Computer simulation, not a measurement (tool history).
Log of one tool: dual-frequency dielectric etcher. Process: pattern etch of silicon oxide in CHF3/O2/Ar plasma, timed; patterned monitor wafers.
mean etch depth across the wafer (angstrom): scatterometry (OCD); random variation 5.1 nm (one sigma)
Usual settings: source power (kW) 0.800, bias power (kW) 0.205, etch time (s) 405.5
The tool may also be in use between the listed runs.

run	day	source power (kW)	bias power (kW)	etch time (s)	read-back reference wafer on the same gauge, depth_nm	mean etch depth across the wafer (angstrom)
1	0.000	0.700	0.205	405.5	1092.4	8627
2	3.167	0.840	0.205	405.5	1092.6	9613
3	5.888	0.840	0.205	405.5	1092.0	9501
4	8.746	0.930	0.205	405.5	1091.4	10120
5	10.596	0.660	0.205	405.5	1092.6	8309
6	12.196	0.660	0.205	405.5	1092.2	8206
7	16.658	0.660	0.205	405.5	1093.1	8332
8	18.304	0.800	0.167	405.5	1092.7	8766
# day 19.742: wet clean of the chamber
9	19.825	0.800	0.167	405.5	1092.4	8803
# day 22.183: upper electrode replaced
10	22.204	0.800	0.167	405.5	1092.8	8772
11	23.167	0.800	0.224	405.5	1091.5	9576
12	24.833	0.940	0.229	405.5	1092.0	10428
13	26.404	0.940	0.229	405.5	1091.1	10419
14	34.112	0.980	0.205	405.5	1093.4	10535
15	37.138	0.800	0.253	405.5	1093.3	10002
16	40.208	0.800	0.205	405.5	1091.9	9274
# day 44.921: wet clean of the chamber
17	44.942	0.800	0.205	405.5	1092.4	9322
18	47.254	0.970	0.229	492.5	1092.3	13000
19	49.308	0.800	0.191	361.0	1095.5	8077
# day 50.075: bias power generator calibrated
20	53.688	0.980	0.181	448.5	1094.8	11097
21	57.367	0.800	0.221	405.5	1095.4	9534
22	59.838	0.610	0.155	405.5	1093.3	7317
23	63.250	0.800	0.205	405.5	1092.7	9376
# day 64.038: source power generator calibrated
# day 66.304: gauge calibrated
# day 67.283: wet clean of the chamber
24	67.304	0.870	0.205	366.0	1093.3	8826
25	70.762	0.800	0.205	405.5	1092.3	9301
26	74.450	0.800	0.228	508.5	1092.0	12204
27	76.975	0.950	0.205	405.5	1091.7	10193
28	80.667	0.800	0.182	288.5	1090.7	6404

Run 29 comes next. What will it give?
29	82.529	0.700	0.205	405.5	?	?

read-back reference wafer on the same gauge, depth_nm: 1091.8
mean etch depth across the wafer (angstrom): 8646
Without the tool's hidden state the same run would have given mean etch depth across the wafer (angstrom) 8646.

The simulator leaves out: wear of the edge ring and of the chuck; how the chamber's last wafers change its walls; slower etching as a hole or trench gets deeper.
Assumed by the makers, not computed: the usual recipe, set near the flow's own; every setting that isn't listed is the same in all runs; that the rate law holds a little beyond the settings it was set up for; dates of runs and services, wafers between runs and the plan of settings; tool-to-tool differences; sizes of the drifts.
